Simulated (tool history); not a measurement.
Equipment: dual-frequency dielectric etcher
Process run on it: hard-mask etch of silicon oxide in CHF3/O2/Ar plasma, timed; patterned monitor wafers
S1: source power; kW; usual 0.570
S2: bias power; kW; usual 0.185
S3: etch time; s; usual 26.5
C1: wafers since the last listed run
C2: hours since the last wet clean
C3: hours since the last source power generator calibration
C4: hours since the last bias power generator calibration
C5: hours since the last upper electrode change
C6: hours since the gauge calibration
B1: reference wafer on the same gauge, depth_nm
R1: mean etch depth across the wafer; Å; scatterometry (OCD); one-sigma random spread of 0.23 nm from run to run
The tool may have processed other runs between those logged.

Run 1, hour 0.0: usual settings; C1 0; C2 42.8; C3 4891.3; C4 1971.3; C5 1604.3; C6 566.6; B1 51.5. Result: R1 559 Å.
Run 2, hour 26.7: usual settings; C1 411; C2 69.5; C3 4918.0; C4 1998.0; C5 1631.0; C6 593.3; B1 51.5. Result: R1 558 Å.
Run 3, hour 52.0: usual settings; C1 389; C2 94.8; C3 4943.3; C4 2023.3; C5 1656.3; C6 618.6; B1 51.5. Result: R1 563 Å.
Run 4, hour 86.3: usual settings; C1 528; C2 129.1; C3 4977.6; C4 2057.6; C5 1690.6; C6 652.9; B1 51.5. Result: R1 562 Å.
Run 5, hour 104.4: usual settings; C1 278; C2 147.2; C3 4995.7; C4 2075.7; C5 1708.7; C6 671.0; B1 51.5. Result: R1 558 Å.
Run 6, hour 118.9: usual settings; C1 223; C2 161.7; C3 5010.2; C4 2090.2; C5 1723.2; C6 685.5; B1 51.5. Result: R1 562 Å.
Run 7, hour 137.3: usual settings; C1 283; C2 180.1; C3 5028.6; C4 2108.6; C5 1741.6; C6 703.9; B1 51.5. Result: R1 562 Å.
Run 8, hour 151.7: usual settings; C1 221; C2 194.5; C3 5043.0; C4 2123.0; C5 1756.0; C6 718.3; B1 51.6. Result: R1 564 Å.
Run 9, hour 177.4: usual settings; C1 395; C2 220.2; C3 5068.7; C4 2148.7; C5 1781.7; C6 744.0; B1 51.5. Result: R1 566 Å.
Run 10, hour 191.4: usual settings; C1 215; C2 234.2; C3 5082.7; C4 2162.7; C5 1795.7; C6 758.0; B1 51.4. Result: R1 565 Å.
Run 11, hour 204.9: usual settings but S1 0.530 kW; C1 207; C2 247.7; C3 5096.2; C4 2176.2; C5 1809.2; C6 771.5; B1 51.5. Result: R1 556 Å.
Run 12, hour 230.6: usual settings; C1 395; C2 273.4; C3 5121.9; C4 2201.9; C5 1834.9; C6 797.2; B1 51.5. Result: R1 567 Å.
Run 13, hour 265.3: usual settings but S1 0.650 kW, S2 0.206 kW, S3 24.0 s; C1 534; C2 308.1; C3 5156.6; C4 2236.6; C5 1869.6; C6 831.9; B1 51.5. Result: R1 553 Å.
Run 14, hour 278.3: usual settings but S1 0.430 kW, S2 0.230 kW, S3 21.0 s; C1 200; C2 321.1; C3 5169.6; C4 2249.6; C5 1882.6; C6 844.9; B1 51.5. Result: R1 452 Å.
At hour 301.1: gauge calibrated.
Run 15, hour 302.6: usual settings but S1 0.480 kW, S2 0.170 kW, S3 20.5 s; C1 374; C2 345.4; C3 5193.9; C4 2273.9; C5 1906.9; C6 1.5; B1 51.4. Result: R1 407 Å.
Run 16, hour 334.7: usual settings; C1 494; C2 377.5; C3 5226.0; C4 2306.0; C5 1939.0; C6 33.6; B1 51.5. Result: R1 568 Å.
Run 17, hour 347.2: usual settings but S1 0.610 kW, S2 0.141 kW, S3 29.5 s; C1 192; C2 390.0; C3 5238.5; C4 2318.5; C5 1951.5; C6 46.1; B1 51.6. Result: R1 584 Å.
Run 18, hour 360.6: usual settings but S1 0.480 kW, S2 0.170 kW, S3 20.5 s; C1 206; C2 403.4; C3 5251.9; C4 2331.9; C5 1964.9; C6 59.5; B1 51.5. Result: R1 407 Å.
At hour 387.9: bias power generator calibrated.
Run 19, hour 392.8: usual settings but S1 0.610 kW, S2 0.215 kW, S3 30.0 s; C1 434; C2 435.6; C3 5284.1; C4 4.9; C5 1997.1; C6 91.7; B1 51.5. Result: R1 696 Å.
Run 20, hour 418.6: usual settings but S2 0.203 kW, S3 29.0 s; C1 397; C2 461.4; C3 5309.9; C4 30.7; C5 2022.9; C6 117.5; B1 51.5. Result: R1 641 Å.
Run 21, hour 444.6: usual settings but S2 0.214 kW; C1 400; C2 487.4; C3 5335.9; C4 56.7; C5 2048.9; C6 143.5; B1 51.6. Result: R1 601 Å.
Run 22, hour 468.4: usual settings; C1 366; C2 511.2; C3 5359.7; C4 80.5; C5 2072.7; C6 167.3; B1 51.5. Result: R1 569 Å.
At hour 492.4: upper electrode replaced.
Run 23, hour 492.9: usual settings but S1 0.480 kW, S2 0.142 kW, S3 20.0 s; C1 7; C2 535.7; C3 5384.2; C4 105.0; C5 0.5; C6 191.8; B1 51.5. Result: R1 372 Å.
At hour 526.3: wet clean of the chamber.
Run 24, hour 526.8: usual settings; C1 152; C2 0.5; C3 5418.1; C4 138.9; C5 34.4; C6 225.7; B1 51.4. Result: R1 561 Å.
At hour 593.6: source power generator calibrated.
Run 25, hour 630.6: usual settings; C1 1536; C2 104.3; C3 37.0; C4 242.7; C5 138.2; C6 329.5; B1 51.5. Result: R1 565 Å.
Run 26, hour 657.8: usual settings but S3 31.0 s; C1 418; C2 131.5; C3 64.2; C4 269.9; C5 165.4; C6 356.7; B1 51.4. Result: R1 658 Å.
Run 27, hour 692.9: usual settings; C1 540; C2 166.6; C3 99.3; C4 305.0; C5 200.5; C6 391.8; B1 51.5. Result: R1 565 Å.
Run 28, hour 757.2: usual settings but S3 20.5 s; C1 990; C2 230.9; C3 163.6; C4 369.3; C5 264.8; C6 456.1; B1 51.5. Result: R1 438 Å.
Run 29, hour 773.3: usual settings but S2 0.207 kW; C1 247; C2 247.0; C3 179.7; C4 385.4; C5 280.9; C6 472.2; B1 51.5. Result: R1 595 Å.
Run 30, hour 807.2: usual settings; C1 521; C2 280.9; C3 213.6; C4 419.3; C5 314.8; C6 506.1; B1 51.6. Result: R1 571 Å.
Run 31, hour 832.7: usual settings; C1 392; C2 306.4; C3 239.1; C4 444.8; C5 340.3; C6 531.6; B1 51.5. Result: R1 566 Å.

Alternative continuations, all from the tool just after run 31; predict every row:
Run A, hour 833.1: usual settings; C1 6; C2 306.8; C3 239.5; C4 445.2; C5 340.7; C6 532.0; B1 ?. Result: R1 ?.
Run B, hour 833.1: usual settings but S2 0.197 kW; C1 6; C2 306.8; C3 239.5; C4 445.2; C5 340.7; C6 532.0; B1 ?. Result: R1 ?.
Run C, hour 833.1: usual settings but S1 0.520 kW, S2 0.144 kW, S3 29.0 s; C1 6; C2 306.8; C3 239.5; C4 445.2; C5 340.7; C6 532.0; B1 ?. Result: R1 ?.

run    B1   R1
  A  51.5  569
  B  51.5  583
  C  51.5  554
Without the tool's unlogged condition, the same runs would have read:
run   R1
  A  560
  B  574
  C  545
